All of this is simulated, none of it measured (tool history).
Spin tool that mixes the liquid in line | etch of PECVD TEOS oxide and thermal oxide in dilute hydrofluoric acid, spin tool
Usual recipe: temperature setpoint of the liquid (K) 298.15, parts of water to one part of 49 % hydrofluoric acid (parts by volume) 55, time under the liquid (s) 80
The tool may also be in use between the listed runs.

| run | day | temperature setpoint of the liquid (K) | parts of water to one part of 49 % hydrofluoric acid (parts by volume) | time under the liquid (s) | wafers since the last listed run | hours since the thermometer was replaced | hours since the hydrofluoric acid flow meter was replaced | hours since the gauge calibration | read-back film thickness of the PECVD TEOS oxide reference wafer, read on the same gauge (nm) | read-back film thickness of the thermal oxide reference wafer, read on the same gauge (nm) | thickness taken off the PECVD TEOS oxide on a monitor wafer (Å) | thickness taken off the thermal oxide on a monitor wafer (Å) |
|---|---|---|---|---|---|---|---|---|---|---|---|---|
| 1 | 0.000 | 301.65 | 65 | 80 | 0 | 944.8 | 901.5 | 41.6 | 50.00 | 150.02 | 126.3 | 80.5 |
|  | 0.567 | thermometer replaced |
| 2 | 2.512 | 301.65 | 65 | 80 | 436 | 46.7 | 961.8 | 101.9 | 49.99 | 150.01 | 126.4 | 79.4 |
| 3 | 4.858 | 298.15 | 55 | 95 | 414 | 103.0 | 1018.1 | 158.2 | 50.01 | 150.02 | 156.4 | 99.5 |
| 4 | 6.725 | 298.15 | 55 | 95 | 330 | 147.8 | 1062.9 | 203.0 | 50.01 | 149.95 | 156.1 | 98.6 |
| 5 | 7.988 | 298.15 | 65 | 80 | 223 | 178.1 | 1093.2 | 233.3 | 50.00 | 150.02 | 110.3 | 69.6 |
| 6 | 9.283 | 298.15 | 65 | 80 | 229 | 209.2 | 1124.3 | 264.4 | 50.00 | 149.99 | 110.5 | 70.1 |
| 7 | 10.796 | 298.15 | 65 | 80 | 267 | 245.5 | 1160.6 | 300.7 | 49.97 | 150.01 | 109.1 | 69.6 |
| 8 | 12.479 | 303.15 | 75 | 120 | 297 | 285.9 | 1201.0 | 341.1 | 50.01 | 150.02 | 171.6 | 109.5 |
| 9 | 15.138 | 298.15 | 55 | 80 | 470 | 349.7 | 1264.8 | 404.9 | 50.03 | 150.02 | 132.8 | 84.4 |
| 10 | 17.579 | 298.15 | 70 | 80 | 431 | 408.3 | 1323.4 | 463.5 | 50.00 | 150.00 | 102.1 | 63.9 |
|  | 17.746 | hydrofluoric acid flow meter replaced |
| 11 | 19.271 | 298.15 | 40 | 80 | 291 | 448.9 | 36.6 | 504.1 | 49.98 | 149.99 | 186.1 | 116.5 |
| 12 | 22.096 | 298.15 | 55 | 80 | 499 | 516.7 | 104.4 | 571.9 | 49.95 | 150.00 | 131.7 | 83.9 |
| 13 | 24.958 | 298.15 | 30 | 65 | 506 | 585.4 | 173.1 | 640.6 | 50.02 | 150.05 | 203.7 | 128.6 |
| 14 | 26.217 | 296.15 | 40 | 115 | 222 | 615.6 | 203.3 | 670.8 | 49.96 | 149.97 | 243.7 | 154.7 |
| 15 | 28.321 | 301.65 | 35 | 35 | 372 | 666.1 | 253.8 | 721.3 | 50.02 | 150.04 | 107.3 | 67.3 |
| 16 | 30.608 | 296.15 | 25 | 60 | 404 | 721.0 | 308.7 | 776.2 | 50.03 | 150.00 | 207.7 | 133.3 |
| 17 | 32.500 | 300.65 | 55 | 95 | 334 | 766.4 | 354.1 | 821.6 | 50.01 | 150.03 | 172.1 | 109.1 |
| 18 | 36.071 | 303.15 | 75 | 50 | 631 | 852.1 | 439.8 | 907.3 | 50.02 | 150.01 | 71.6 | 45.0 |
| 19 | 38.108 | 298.15 | 70 | 120 | 360 | 901.0 | 488.7 | 956.2 | 50.01 | 150.00 | 152.8 | 96.4 |
| 20 | 40.521 | 293.65 | 40 | 80 | 426 | 958.9 | 546.6 | 1014.1 | 49.99 | 149.98 | 154.3 | 96.4 |
| 21 | 41.654 | 298.15 | 40 | 110 | 200 | 986.1 | 573.8 | 1041.3 | 50.03 | 150.02 | 254.7 | 160.0 |
|  | 42.758 | thermometer replaced |
| 22 | 44.558 | 295.15 | 30 | 50 | 506 | 43.2 | 643.5 | 1111.0 | 49.99 | 149.98 | 138.5 | 87.2 |
| 23 | 52.971 | 298.15 | 40 | 110 | 1487 | 245.1 | 845.4 | 1312.9 | 50.02 | 149.98 | 255.5 | 160.1 |
| 24 | 55.904 | 298.15 | 30 | 80 | 518 | 315.5 | 915.8 | 1383.3 | 50.01 | 150.00 | 252.5 | 157.3 |
| 25 | 56.996 | 298.15 | 55 | 80 | 193 | 341.7 | 942.0 | 1409.5 | 49.99 | 150.01 | 132.3 | 83.3 |

5 options for the next run, each taken on its own from the tool as it stands now. Forecast them:
| A | 57.012 | 298.15 | 55 | 40 | 2 | 342.1 | 942.4 | 1409.9 | ? | ? | ? | ? |
| B | 57.012 | 300.15 | 55 | 80 | 2 | 342.1 | 942.4 | 1409.9 | ? | ? | ? | ? |
| C | 57.012 | 296.15 | 55 | 65 | 2 | 342.1 | 942.4 | 1409.9 | ? | ? | ? | ? |
| D | 57.012 | 298.15 | 65 | 35 | 2 | 342.1 | 942.4 | 1409.9 | ? | ? | ? | ? |
| E | 57.012 | 298.15 | 80 | 40 | 2 | 342.1 | 942.4 | 1409.9 | ? | ? | ? | ? |

| run | read-back film thickness of the PECVD TEOS oxide reference wafer, read on the same gauge (nm) | read-back film thickness of the thermal oxide reference wafer, read on the same gauge (nm) | thickness taken off the PECVD TEOS oxide on a monitor wafer (Å) | thickness taken off the thermal oxide on a monitor wafer (Å) |
|---|---|---|---|---|
| A | 49.99 | 149.99 | 65.6 | 41.5 |
| B | 49.99 | 149.99 | 142.3 | 90.0 |
| C | 49.99 | 149.99 | 98.3 | 62.2 |
| D | 49.99 | 149.99 | 48.0 | 30.3 |
| E | 49.99 | 149.99 | 43.7 | 27.6 |
With the hidden condition removed and each run's random variation left untouched, the same runs would have given:
| run | thickness taken off the PECVD TEOS oxide on a monitor wafer (Å) | thickness taken off the thermal oxide on a monitor wafer (Å) |
|---|---|---|
| A | 65.6 | 41.5 |
| B | 142.3 | 90.0 |
| C | 98.3 | 62.2 |
| D | 48.0 | 30.3 |
| E | 43.7 | 27.6 |
